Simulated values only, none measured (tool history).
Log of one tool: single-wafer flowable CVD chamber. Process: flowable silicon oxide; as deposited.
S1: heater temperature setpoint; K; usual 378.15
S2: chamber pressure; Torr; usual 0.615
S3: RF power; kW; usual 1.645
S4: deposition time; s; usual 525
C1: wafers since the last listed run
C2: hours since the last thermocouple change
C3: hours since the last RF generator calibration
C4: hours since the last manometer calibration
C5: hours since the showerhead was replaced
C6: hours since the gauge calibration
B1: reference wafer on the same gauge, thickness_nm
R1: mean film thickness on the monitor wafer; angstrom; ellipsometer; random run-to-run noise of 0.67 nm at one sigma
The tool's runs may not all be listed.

{"run": 1, "hour": 0.0, "S1": 374.15, "S2": 0.615, "S3": 1.645, "S4": 525, "C1": 0, "C2": 1204.4, "C3": 1159.9, "C4": 1407.4, "C5": 7108, "C6": 400.6, "B1": 184.9, "R1": 2078.76}
{"run": 2, "hour": 16.6, "S1": 383.15, "S2": 0.615, "S3": 1.645, "S4": 525, "C1": 62, "C2": 1221, "C3": 1176.5, "C4": 1424, "C5": 7124.6, "C6": 417.2, "B1": 184.868, "R1": 1598.9}
{"run": 3, "hour": 62.7, "S1": 378.15, "S2": 0.615, "S3": 1.645, "S4": 525, "C1": 173, "C2": 1267.1, "C3": 1222.6, "C4": 1470.1, "C5": 7170.7, "C6": 463.3, "B1": 184.86, "R1": 1855.24}
{"run": 4, "hour": 73.9, "S1": 378.15, "S2": 0.615, "S3": 1.645, "S4": 525, "C1": 42, "C2": 1278.3, "C3": 1233.8, "C4": 1481.3, "C5": 7181.9, "C6": 474.5, "B1": 184.995, "R1": 1846.18}
{"run": 5, "hour": 89.5, "S1": 378.15, "S2": 0.615, "S3": 1.8, "S4": 525, "C1": 58, "C2": 1293.9, "C3": 1249.4, "C4": 1496.9, "C5": 7197.5, "C6": 490.1, "B1": 184.927, "R1": 1928.28}
{"run": 6, "hour": 98.9, "S1": 378.15, "S2": 0.615, "S3": 1.8, "S4": 525, "C1": 35, "C2": 1303.3, "C3": 1258.8, "C4": 1506.3, "C5": 7206.9, "C6": 499.5, "B1": 184.943, "R1": 1914.37}
{"hour": 119.9, "done": "capacitance manometer re-zeroed and calibrated"}
{"run": 7, "hour": 131.1, "S1": 378.15, "S2": 0.615, "S3": 1.645, "S4": 525, "C1": 91, "C2": 1335.5, "C3": 1291, "C4": 11.2, "C5": 7239.1, "C6": 531.7, "B1": 185.076, "R1": 1755.72}
{"run": 8, "hour": 145.8, "S1": 378.15, "S2": 0.615, "S3": 1.645, "S4": 525, "C1": 55, "C2": 1350.2, "C3": 1305.7, "C4": 25.9, "C5": 7253.8, "C6": 546.4, "B1": 185.071, "R1": 1753.56}
{"run": 9, "hour": 160.5, "S1": 388.15, "S2": 0.615, "S3": 1.645, "S4": 525, "C1": 55, "C2": 1364.9, "C3": 1320.4, "C4": 40.6, "C5": 7268.5, "C6": 561.1, "B1": 184.908, "R1": 1315.16}
{"run": 10, "hour": 177.3, "S1": 391.15, "S2": 0.731, "S3": 1.645, "S4": 558, "C1": 63, "C2": 1381.7, "C3": 1337.2, "C4": 57.4, "C5": 7285.3, "C6": 577.9, "B1": 185.023, "R1": 1540.14}
{"run": 11, "hour": 188.2, "S1": 378.15, "S2": 0.656, "S3": 1.645, "S4": 596, "C1": 41, "C2": 1392.6, "C3": 1348.1, "C4": 68.3, "C5": 7296.2, "C6": 588.8, "B1": 184.921, "R1": 2115.47}
{"run": 12, "hour": 199.3, "S1": 378.15, "S2": 0.615, "S3": 1.645, "S4": 525, "C1": 41, "C2": 1403.7, "C3": 1359.2, "C4": 79.4, "C5": 7307.3, "C6": 599.9, "B1": 185.224, "R1": 1758.05}
{"run": 13, "hour": 207.8, "S1": 378.15, "S2": 0.487, "S3": 1.455, "S4": 525, "C1": 32, "C2": 1412.2, "C3": 1367.7, "C4": 87.9, "C5": 7315.8, "C6": 608.4, "B1": 184.989, "R1": 1296.29}
{"run": 14, "hour": 224.0, "S1": 385.15, "S2": 0.526, "S3": 1.645, "S4": 525, "C1": 61, "C2": 1428.4, "C3": 1383.9, "C4": 104.1, "C5": 7332, "C6": 624.6, "B1": 184.993, "R1": 1231.87}
{"run": 15, "hour": 235.2, "S1": 378.15, "S2": 0.615, "S3": 1.645, "S4": 525, "C1": 42, "C2": 1439.6, "C3": 1395.1, "C4": 115.3, "C5": 7343.2, "C6": 635.8, "B1": 185.225, "R1": 1762}
{"hour": 235.9, "done": "gauge calibrated"}
{"run": 16, "hour": 245.2, "S1": 378.15, "S2": 0.615, "S3": 1.645, "S4": 525, "C1": 37, "C2": 1449.6, "C3": 1405.1, "C4": 125.3, "C5": 7353.2, "C6": 9.3, "B1": 184.986, "R1": 1753.82}
{"run": 17, "hour": 255.4, "S1": 382.15, "S2": 0.615, "S3": 1.925, "S4": 574, "C1": 38, "C2": 1459.8, "C3": 1415.3, "C4": 135.5, "C5": 7363.4, "C6": 19.5, "B1": 185.032, "R1": 1828.6}
{"run": 18, "hour": 271.7, "S1": 364.15, "S2": 0.666, "S3": 1.645, "S4": 525, "C1": 61, "C2": 1476.1, "C3": 1431.6, "C4": 151.8, "C5": 7379.7, "C6": 35.8, "B1": 184.888, "R1": 2853.91}
{"hour": 287.8, "done": "thermocouple changed; heater temperature recalibrated"}
{"hour": 291.6, "done": "showerhead replaced"}
{"run": 19, "hour": 292.1, "S1": 378.15, "S2": 0.615, "S3": 1.645, "S4": 525, "C1": 32, "C2": 4.3, "C3": 1452, "C4": 172.2, "C5": 0.5, "C6": 56.2, "B1": 185.168, "R1": 1758.88}
{"hour": 307.6, "done": "RF generator calibrated"}
{"run": 20, "hour": 308.1, "S1": 370.15, "S2": 0.701, "S3": 1.645, "S4": 525, "C1": 30, "C2": 20.3, "C3": 0.5, "C4": 188.2, "C5": 16.5, "C6": 72.2, "B1": 184.959, "R1": 2528.92}
{"run": 21, "hour": 315.8, "S1": 365.15, "S2": 0.54, "S3": 1.51, "S4": 453, "C1": 29, "C2": 28, "C3": 8.2, "C4": 195.9, "C5": 24.2, "C6": 79.9, "B1": 184.867, "R1": 1864.64}
{"run": 22, "hour": 329.8, "S1": 378.15, "S2": 0.615, "S3": 1.645, "S4": 470, "C1": 52, "C2": 42, "C3": 22.2, "C4": 209.9, "C5": 38.2, "C6": 93.9, "B1": 185.004, "R1": 1588.67}
{"run": 23, "hour": 345.1, "S1": 378.15, "S2": 0.519, "S3": 1.645, "S4": 525, "C1": 57, "C2": 57.3, "C3": 37.5, "C4": 225.2, "C5": 53.5, "C6": 109.2, "B1": 184.996, "R1": 1498.17}
{"run": 24, "hour": 374.4, "S1": 378.15, "S2": 0.615, "S3": 1.48, "S4": 525, "C1": 110, "C2": 86.6, "C3": 66.8, "C4": 254.5, "C5": 82.8, "C6": 138.5, "B1": 185.079, "R1": 1660.6}
{"run": 25, "hour": 384.1, "S1": 387.15, "S2": 0.615, "S3": 1.645, "S4": 525, "C1": 36, "C2": 96.3, "C3": 76.5, "C4": 264.2, "C5": 92.5, "C6": 148.2, "B1": 184.882, "R1": 1365.54}
{"run": 26, "hour": 391.5, "S1": 378.15, "S2": 0.75, "S3": 1.645, "S4": 525, "C1": 27, "C2": 103.7, "C3": 83.9, "C4": 271.6, "C5": 99.9, "C6": 155.6, "B1": 185.069, "R1": 2141.89}
{"run": 27, "hour": 398.8, "S1": 391.15, "S2": 0.731, "S3": 1.645, "S4": 558, "C1": 27, "C2": 111, "C3": 91.2, "C4": 278.9, "C5": 107.2, "C6": 162.9, "B1": 184.934, "R1": 1555.24}
{"run": 28, "hour": 415.2, "S1": 378.15, "S2": 0.668, "S3": 1.535, "S4": 525, "C1": 61, "C2": 127.4, "C3": 107.6, "C4": 295.3, "C5": 123.6, "C6": 179.3, "B1": 185.095, "R1": 1842.77}
{"run": 29, "hour": 426.3, "S1": 367.15, "S2": 0.615, "S3": 1.645, "S4": 600, "C1": 41, "C2": 138.5, "C3": 118.7, "C4": 306.4, "C5": 134.7, "C6": 190.4, "B1": 184.943, "R1": 2786.59}

Each row is a separate what-if for the run after 29, all from the same tool condition, not one after another. Results?
{"run": "A", "hour": 426.8, "S1": 378.15, "S2": 0.615, "S3": 1.645, "S4": 525, "C1": 1, "C2": 139, "C3": 119.2, "C4": 306.9, "C5": 135.2, "C6": 190.9, "B1": "?", "R1": "?"}
{"run": "B", "hour": 426.8, "S1": 388.15, "S2": 0.615, "S3": 1.355, "S4": 454, "C1": 1, "C2": 139, "C3": 119.2, "C4": 306.9, "C5": 135.2, "C6": 190.9, "B1": "?", "R1": "?"}
{"run": "C", "hour": 426.8, "S1": 387.15, "S2": 0.66, "S3": 1.645, "S4": 573, "C1": 1, "C2": 139, "C3": 119.2, "C4": 306.9, "C5": 135.2, "C6": 190.9, "B1": "?", "R1": "?"}

run=A B1=185.158 R1=1770.96
run=B B1=185.158 R1=1012.61
run=C B1=185.158 R1=1604.59
The same runs, with their run-to-run variation unchanged, on a tool lacking any hidden condition would have given:
run=A R1=1763.43
run=B R1=1008.3
run=C R1=1597.81

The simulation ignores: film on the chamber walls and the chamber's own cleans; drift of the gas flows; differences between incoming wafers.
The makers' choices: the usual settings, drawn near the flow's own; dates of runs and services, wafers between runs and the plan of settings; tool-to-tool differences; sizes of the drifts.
